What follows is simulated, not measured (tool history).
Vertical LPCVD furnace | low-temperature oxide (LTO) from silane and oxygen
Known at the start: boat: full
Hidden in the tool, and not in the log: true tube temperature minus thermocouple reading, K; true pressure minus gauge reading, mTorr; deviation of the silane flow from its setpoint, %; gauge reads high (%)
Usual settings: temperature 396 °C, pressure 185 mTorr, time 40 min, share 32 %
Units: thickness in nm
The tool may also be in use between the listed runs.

run,day,temperature,pressure,time,share,wafers since the last listed run,hours since the last temperature calibration,hours since the pressure gauge was zeroed,hours since the silane flow controller was replaced,hours since the gauge calibration,"read-back reference wafer on the same gauge, thickness",thickness
1,0,396,185,40,32,0,3740.6,2606.7,3471.9,998.8,255.08,230.57
2,1.079,396,185,40,32,384,3766.5,2632.6,3497.8,1024.7,255.23,230.41
3,2.538,396,185,40,32,519,3801.5,2667.6,3532.8,1059.7,255.04,230.52
4,3.788,396,185,40,32,444,3831.5,2697.6,3562.8,1089.7,255.06,230.66
5,5.338,388,185,40,32,551,3868.7,2734.8,3600,1126.9,255.08,209.82
6,6.5,388,185,40,32,413,3896.6,2762.7,3627.9,1154.8,254.95,208.51
7,8.696,388,185,40,32,781,3949.3,2815.4,3680.6,1207.5,254.96,209.42
8,11.267,396,185,40,32,915,4011,2877.1,3742.3,1269.2,254.86,229.74
9,13.267,396,185,40,32,711,4059,2925.1,3790.3,1317.2,255.09,231.23
10,14.3,396,185,43.5,32,367,4083.8,2949.9,3815.1,1342,255.15,249.64
11,16.925,396,185,43.5,32,934,4146.8,3012.9,3878.1,1405,255.23,250.57
12,18.342,396,185,40,32,504,4180.8,3046.9,3912.1,1439,254.93,230.68
# day 20.246: gauge calibrated
13,20.25,396,175,40,32,679,4226.6,3092.7,3957.9,0.1,254.96,217.98
# day 21.925: thermocouples replaced and temperature profile calibrated
14,22.625,396,215,35.5,36,489,16.8,3149.7,4014.9,57.1,254.77,270.19
15,25.246,396,185,40,32,932,79.7,3212.6,4077.8,120,255.07,222.32
16,26.871,389,185,40,32,578,118.7,3251.6,4116.8,159,254.85,204.93
17,28.129,396,185,40,32,447,148.9,3281.8,4147,189.2,254.81,221.77
18,30.738,396,185,40,32,928,211.5,3344.4,4209.6,251.8,255.03,221.61
# day 32.829: pressure gauge zeroed
19,32.917,405,185,40,32,419,263.8,2.1,4261.9,304.1,255.16,257.44
20,35.167,385,155,40,34,800,317.8,56.1,4315.9,358.1,255.12,185.55
21,37.675,396,185,48,37,892,378,116.3,4376.1,418.3,254.9,340.69
22,39.075,396,185,40,29,498,411.6,149.9,4409.7,451.9,255.12,200.77
# day 41.588: silane flow controller replaced
23,41.608,387,205,30.5,32,545,472.4,210.7,0.5,512.7,255,175.61
24,42.542,401,185,32,32,332,494.8,233.1,22.9,535.1,254.96,195.95
25,44.533,389,230,33,32,708,542.6,280.9,70.7,582.9,254.98,219.07
26,46.096,391,185,51,28,556,580.1,318.4,108.2,620.4,254.9,224.67
27,47.288,406,155,47.5,29,424,608.7,347,136.8,649,254.87,223.16
28,49.862,396,185,40,32,916,670.5,408.8,198.6,710.8,255.1,229.2

Forecast run 29:
29,53.954,384,185,40,36,1456,768.7,507,296.8,809,?,?

read-back reference wafer on the same gauge, thickness: 254.82
thickness: 233.89 nm
Without the tool's hidden state the same run would have given thickness 238.25 nm.
